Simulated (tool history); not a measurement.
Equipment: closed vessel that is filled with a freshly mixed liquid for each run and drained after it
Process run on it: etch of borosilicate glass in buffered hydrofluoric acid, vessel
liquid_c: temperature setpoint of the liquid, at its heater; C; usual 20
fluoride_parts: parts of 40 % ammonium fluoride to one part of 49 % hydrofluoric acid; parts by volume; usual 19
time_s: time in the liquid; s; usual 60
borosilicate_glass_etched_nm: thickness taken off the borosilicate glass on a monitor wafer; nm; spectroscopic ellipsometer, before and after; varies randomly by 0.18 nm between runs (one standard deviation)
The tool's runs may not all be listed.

run,hour,liquid_c,fluoride_parts,time_s,"read-back film thickness of the borosilicate glass reference wafer, read on the same gauge (nm)",borosilicate_glass_etched_nm
1,0,17,19,60,79.99,27.52
2,53.5,20,19,60,79.98,33.06
3,118.1,20,19,60,80.01,32.35
4,161.9,20,19,60,80.06,32.85
5,244.1,20,19,60,79.99,33.01
# hour 278.4: hydrofluoric acid flow meter replaced
6,351.1,20,19,60,79.95,32.77
7,443.4,20,19,60,79.97,33.12
8,513.1,20,19,60,80.01,32.77
9,550.7,20,19,60,79.97,33.55
# hour 617.1: thermometer replaced
10,651.1,18,19,60,79.97,28.49
11,721.1,18,19,60,79.99,29.02
12,821.5,18,19,60,80.02,29.08
13,885.5,23.5,19,60,79.98,38.8
14,972.6,23.5,19,60,79.99,38.87
15,1044.7,23.5,19,60,80.05,38.75
16,1082.6,23,19,60,80.04,38.03
17,1179.3,20,15,95,80,65.4
18,1234.3,20,19,50,80.04,27.37
# hour 1238.1: gauge calibrated
19,1284,20,19,60,80.04,32.69
# hour 1308.8: hydrofluoric acid flow meter replaced
20,1375.6,22,19,30,80,18.26
21,1427.3,20,19,60,80.05,33.04
22,1516.7,20,22.5,60,80.03,29.2
23,1590.5,17,19,70,80,32.64
24,1684.5,20,19,60,80,33.39
25,1778.9,20,19,90,80.04,50.67
26,1879.5,20,19,60,80,33.59
# hour 1909.8: thermometer replaced
27,1942.2,17,11.5,60,79.97,44.47
28,1992.2,20,19,60,80,32.08
29,2249.7,20,19,60,80,32.05
# hour 2315.5: hydrofluoric acid flow meter replaced
30,2330.9,20,13,35,79.96,27.45
31,2381.4,18.5,26,95,79.97,37.33
32,2433.2,20,19,70,80.04,38
33,2509.8,22,15.5,35,80.01,25.96

What if the next run were any one of these 3? Each begins from the tool's condition after run 33:
A,2510.5,20,19,60,?,?
B,2510.5,17.5,25.5,80,?,?
C,2510.5,17,23.5,60,?,?

run,"read-back film thickness of the borosilicate glass reference wafer, read on the same gauge (nm)",borosilicate_glass_etched_nm
A,80.03,32.74
B,80.03,30.51
C,80.03,23.55
What these runs would have given with no unlogged condition in the tool:
run,borosilicate_glass_etched_nm
A,31.66
B,29.48
C,22.76
